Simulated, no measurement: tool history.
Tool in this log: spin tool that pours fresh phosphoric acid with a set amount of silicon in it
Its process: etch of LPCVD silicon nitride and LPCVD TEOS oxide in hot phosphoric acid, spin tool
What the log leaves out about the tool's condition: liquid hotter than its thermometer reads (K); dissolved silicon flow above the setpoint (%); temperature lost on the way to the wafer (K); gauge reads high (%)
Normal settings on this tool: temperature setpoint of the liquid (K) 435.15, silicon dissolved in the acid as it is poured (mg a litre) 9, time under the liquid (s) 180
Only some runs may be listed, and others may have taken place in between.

| run | hour | temperature setpoint of the liquid (K) | silicon dissolved in the acid as it is poured (mg a litre) | time under the liquid (s) | wafers since the last listed run | hours since the thermometer was replaced | hours since the dissolved silicon flow meter was replaced | hours since the heated supply line was repaired | hours since the gauge calibration | read-back film thickness of the LPCVD silicon nitride reference wafer, read on the same gauge (nm) | read-back film thickness of the LPCVD TEOS oxide reference wafer, read on the same gauge (nm) | thickness taken off the LPCVD silicon nitride on a monitor wafer (nm) | thickness taken off the LPCVD TEOS oxide on a monitor wafer (nm) |
|---|---|---|---|---|---|---|---|---|---|---|---|---|---|
| 1 | 0 | 435.15 | 5.5 | 255 | 0 | 207.7 | 553.6 | 622.1 | 808.2 | 40 | 109.991 | 23.3 | 0.691 |
| 2 | 72.3 | 435.15 | 9 | 180 | 409 | 280 | 625.9 | 694.4 | 880.5 | 39.99 | 109.968 | 16.58 | 0.487 |
|  | 136.5 | gauge calibrated |
| 3 | 142.7 | 435.15 | 9 | 180 | 399 | 350.4 | 696.3 | 764.8 | 6.2 | 40.01 | 110.007 | 16.78 | 0.479 |
| 4 | 225.2 | 435.15 | 9 | 180 | 467 | 432.9 | 778.8 | 847.3 | 88.7 | 40 | 109.999 | 16.86 | 0.443 |
| 5 | 288.4 | 435.15 | 9 | 180 | 358 | 496.1 | 842 | 910.5 | 151.9 | 40 | 110.019 | 16.82 | 0.542 |
|  | 420 | thermometer replaced |
| 6 | 497.5 | 435.15 | 9 | 180 | 1180 | 77.5 | 1051.1 | 1119.6 | 361 | 40.01 | 110.023 | 17.5 | 0.572 |
| 7 | 542.1 | 435.15 | 9 | 180 | 252 | 122.1 | 1095.7 | 1164.2 | 405.6 | 40.01 | 109.991 | 17.56 | 0.571 |
|  | 555.8 | dissolved silicon flow meter replaced |
| 8 | 613.2 | 435.15 | 9 | 180 | 397 | 193.2 | 57.4 | 1235.3 | 476.7 | 39.99 | 110.007 | 17.65 | 0.552 |
|  | 677.7 | heated supply line repaired |
| 9 | 680.3 | 435.15 | 9 | 180 | 374 | 260.3 | 124.5 | 2.6 | 543.8 | 40.02 | 110.01 | 17.7 | 0.5 |
| 10 | 740.8 | 433.65 | 9 | 95 | 343 | 320.8 | 185 | 63.1 | 604.3 | 40.01 | 109.996 | 8.93 | 0.316 |
| 11 | 783.8 | 435.15 | 9 | 180 | 243 | 363.8 | 228 | 106.1 | 647.3 | 40 | 110.028 | 17.99 | 0.67 |
|  | 791.2 | thermometer replaced, repeated, since the last time left the tool worse |
| 12 | 860.1 | 435.15 | 9 | 90 | 426 | 68.9 | 304.3 | 182.4 | 723.6 | 40.01 | 110.001 | 8.21 | 0.255 |
| 13 | 930.3 | 435.15 | 9 | 180 | 398 | 139.1 | 374.5 | 252.6 | 793.8 | 39.98 | 110 | 16.45 | 0.538 |
| 14 | 999.1 | 435.15 | 4 | 180 | 390 | 207.9 | 443.3 | 321.4 | 862.6 | 39.99 | 110.015 | 16.75 | 0.565 |
|  | 1187.7 | gauge calibrated |
| 15 | 1275.2 | 435.15 | 15 | 180 | 1565 | 484 | 719.4 | 597.5 | 87.5 | 40 | 109.98 | 16.84 | 0.377 |
| 16 | 1345.8 | 436.15 | 9 | 180 | 400 | 554.6 | 790 | 668.1 | 158.1 | 40 | 110.007 | 17.6 | 0.584 |
|  | 1347.7 | thermometer replaced |
| 17 | 1424.6 | 433.65 | 9 | 140 | 441 | 76.9 | 868.8 | 746.9 | 236.9 | 40 | 110 | 12.1 | 0.335 |
|  | 1461.6 | dissolved silicon flow meter replaced |
| 18 | 1513.3 | 435.15 | 13.5 | 270 | 497 | 165.6 | 51.7 | 835.6 | 325.6 | 39.98 | 110.004 | 24.68 | 0.659 |
| 19 | 1582.6 | 432.65 | 12 | 115 | 392 | 234.9 | 121 | 904.9 | 394.9 | 40 | 110.01 | 9.65 | 0.23 |
| 20 | 1770.4 | 435.15 | 9 | 180 | 1064 | 422.7 | 308.8 | 1092.7 | 582.7 | 40.01 | 109.986 | 16.78 | 0.526 |

What the log doesn't show, run by run:
dissolved silicon flow above the setpoint (%): 0, the same for each run
temperature lost on the way to the wafer (K): 0, the same for each run
gauge reads high (%): 0, the same for each run
H1: liquid hotter than its thermometer reads (K)
| run | H1 |
|---|---|
| 1 | 0.563 |
| 2 | 0.714 |
| 3 | 0.86 |
| 4 | 1.03 |
| 5 | 1.16 |
| 6 | 2.24 |
| 7 | 2.34 |
| 8 | 2.48 |
| 9 | 2.62 |
| 10 | 2.75 |
| 11 | 2.84 |
| 12 | 0.34 |
| 13 | 0.486 |
| 14 | 0.629 |
| 15 | 1.2 |
| 16 | 1.35 |
| 17 | 0.211 |
| 18 | 0.396 |
| 19 | 0.54 |
| 20 | 0.931 |

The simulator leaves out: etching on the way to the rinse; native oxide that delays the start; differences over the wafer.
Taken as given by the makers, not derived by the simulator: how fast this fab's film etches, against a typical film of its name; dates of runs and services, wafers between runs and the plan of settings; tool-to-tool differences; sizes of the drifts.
